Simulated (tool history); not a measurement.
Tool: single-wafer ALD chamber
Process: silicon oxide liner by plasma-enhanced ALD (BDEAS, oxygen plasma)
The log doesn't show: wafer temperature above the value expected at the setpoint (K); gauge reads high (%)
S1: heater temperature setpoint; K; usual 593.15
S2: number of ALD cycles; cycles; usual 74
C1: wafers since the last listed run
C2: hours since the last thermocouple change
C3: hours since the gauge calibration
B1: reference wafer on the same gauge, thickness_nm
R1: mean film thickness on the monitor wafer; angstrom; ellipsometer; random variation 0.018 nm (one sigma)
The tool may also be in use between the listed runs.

{"run": 1, "day": 0.0, "S1": 593.15, "S2": 74, "C1": 0, "C2": 174, "C3": 293.7, "B1": 6.309, "R1": 72.09}
{"run": 2, "day": 0.804, "S1": 581.15, "S2": 62, "C1": 71, "C2": 193.3, "C3": 313, "B1": 6.316, "R1": 61.72}
{"run": 3, "day": 1.979, "S1": 581.15, "S2": 62, "C1": 103, "C2": 221.5, "C3": 341.2, "B1": 6.32, "R1": 61.82}
{"run": 4, "day": 5.042, "S1": 581.15, "S2": 62, "C1": 270, "C2": 295, "C3": 414.7, "B1": 6.327, "R1": 61.49}
{"run": 5, "day": 6.379, "S1": 593.15, "S2": 74, "C1": 118, "C2": 327.1, "C3": 446.8, "B1": 6.333, "R1": 72.39}
{"run": 6, "day": 7.404, "S1": 593.15, "S2": 74, "C1": 90, "C2": 351.7, "C3": 471.4, "B1": 6.34, "R1": 72.74}
{"run": 7, "day": 8.458, "S1": 593.15, "S2": 74, "C1": 93, "C2": 377, "C3": 496.7, "B1": 6.342, "R1": 72.64}
{"run": 8, "day": 9.779, "S1": 593.15, "S2": 66, "C1": 116, "C2": 408.7, "C3": 528.4, "B1": 6.35, "R1": 64.7}
{"run": 9, "day": 10.55, "S1": 593.15, "S2": 74, "C1": 68, "C2": 427.2, "C3": 546.9, "B1": 6.343, "R1": 72.7}
{"run": 10, "day": 11.283, "S1": 593.15, "S2": 64, "C1": 64, "C2": 444.8, "C3": 564.5, "B1": 6.344, "R1": 63.06}
{"run": 11, "day": 12.417, "S1": 593.15, "S2": 64, "C1": 100, "C2": 472, "C3": 591.7, "B1": 6.349, "R1": 62.84}
{"run": 12, "day": 13.508, "S1": 593.15, "S2": 64, "C1": 96, "C2": 498.2, "C3": 617.9, "B1": 6.356, "R1": 62.98}
{"run": 13, "day": 14.896, "S1": 596.15, "S2": 74, "C1": 122, "C2": 531.5, "C3": 651.2, "B1": 6.359, "R1": 72.47}
{"run": 14, "day": 15.992, "S1": 596.15, "S2": 74, "C1": 96, "C2": 557.8, "C3": 677.5, "B1": 6.366, "R1": 72.63}
{"run": 15, "day": 16.846, "S1": 593.15, "S2": 74, "C1": 75, "C2": 578.3, "C3": 698, "B1": 6.367, "R1": 72.9}
{"run": 16, "day": 17.408, "S1": 601.15, "S2": 88, "C1": 49, "C2": 591.8, "C3": 711.5, "B1": 6.372, "R1": 85.61}
{"run": 17, "day": 18.488, "S1": 599.15, "S2": 74, "C1": 95, "C2": 617.7, "C3": 737.4, "B1": 6.374, "R1": 72.35}
{"run": 18, "day": 19.104, "S1": 588.15, "S2": 66, "C1": 54, "C2": 632.5, "C3": 752.2, "B1": 6.379, "R1": 65.79}
{"run": 19, "day": 20.471, "S1": 597.15, "S2": 79, "C1": 120, "C2": 665.3, "C3": 785, "B1": 6.378, "R1": 77.59}
{"run": 20, "day": 21.612, "S1": 584.15, "S2": 60, "C1": 100, "C2": 692.7, "C3": 812.4, "B1": 6.38, "R1": 59.99}
{"run": 21, "day": 22.371, "S1": 593.15, "S2": 74, "C1": 66, "C2": 710.9, "C3": 830.6, "B1": 6.394, "R1": 73.4}
{"run": 22, "day": 25.054, "S1": 582.15, "S2": 74, "C1": 237, "C2": 775.3, "C3": 895, "B1": 6.399, "R1": 74.17}
{"run": 23, "day": 25.775, "S1": 588.15, "S2": 83, "C1": 63, "C2": 792.6, "C3": 912.3, "B1": 6.399, "R1": 82.57}
{"day": 26.35, "done": "gauge calibrated"}
{"day": 26.717, "done": "thermocouple changed; heater temperature recalibrated"}
{"run": 24, "day": 26.925, "S1": 593.15, "S2": 74, "C1": 72, "C2": 5, "C3": 13.8, "B1": 6.28, "R1": 71.75}
{"run": 25, "day": 28.442, "S1": 604.15, "S2": 82, "C1": 133, "C2": 41.4, "C3": 50.2, "B1": 6.291, "R1": 78.61}
{"run": 26, "day": 29.779, "S1": 593.15, "S2": 83, "C1": 118, "C2": 73.5, "C3": 82.3, "B1": 6.286, "R1": 80.7}
{"run": 27, "day": 31.0, "S1": 578.15, "S2": 70, "C1": 107, "C2": 102.8, "C3": 111.6, "B1": 6.295, "R1": 69.76}
{"run": 28, "day": 32.15, "S1": 602.15, "S2": 70, "C1": 101, "C2": 130.4, "C3": 139.2, "B1": 6.295, "R1": 67.33}
{"run": 29, "day": 33.508, "S1": 593.15, "S2": 74, "C1": 120, "C2": 163, "C3": 171.8, "B1": 6.302, "R1": 72.32}

4 ways to go on from here, each from the tool as it stands after run 29. What would each give?
{"run": "A", "day": 33.529, "S1": 593.15, "S2": 74, "C1": 1, "C2": 163.5, "C3": 172.3, "B1": "?", "R1": "?"}
{"run": "B", "day": 33.529, "S1": 606.15, "S2": 63, "C1": 1, "C2": 163.5, "C3": 172.3, "B1": "?", "R1": "?"}
{"run": "C", "day": 33.529, "S1": 602.15, "S2": 81, "C1": 1, "C2": 163.5, "C3": 172.3, "B1": "?", "R1": "?"}
{"run": "D", "day": 33.529, "S1": 607.15, "S2": 65, "C1": 1, "C2": 163.5, "C3": 172.3, "B1": "?", "R1": "?"}

run=A B1=6.306 R1=72.31
run=B B1=6.306 R1=60.44
run=C B1=6.306 R1=78.15
run=D B1=6.306 R1=62.27
Without the tool's hidden state the same runs would have given:
run=A R1=72.18
run=B R1=60.33
run=C R1=78.01
run=D R1=62.16
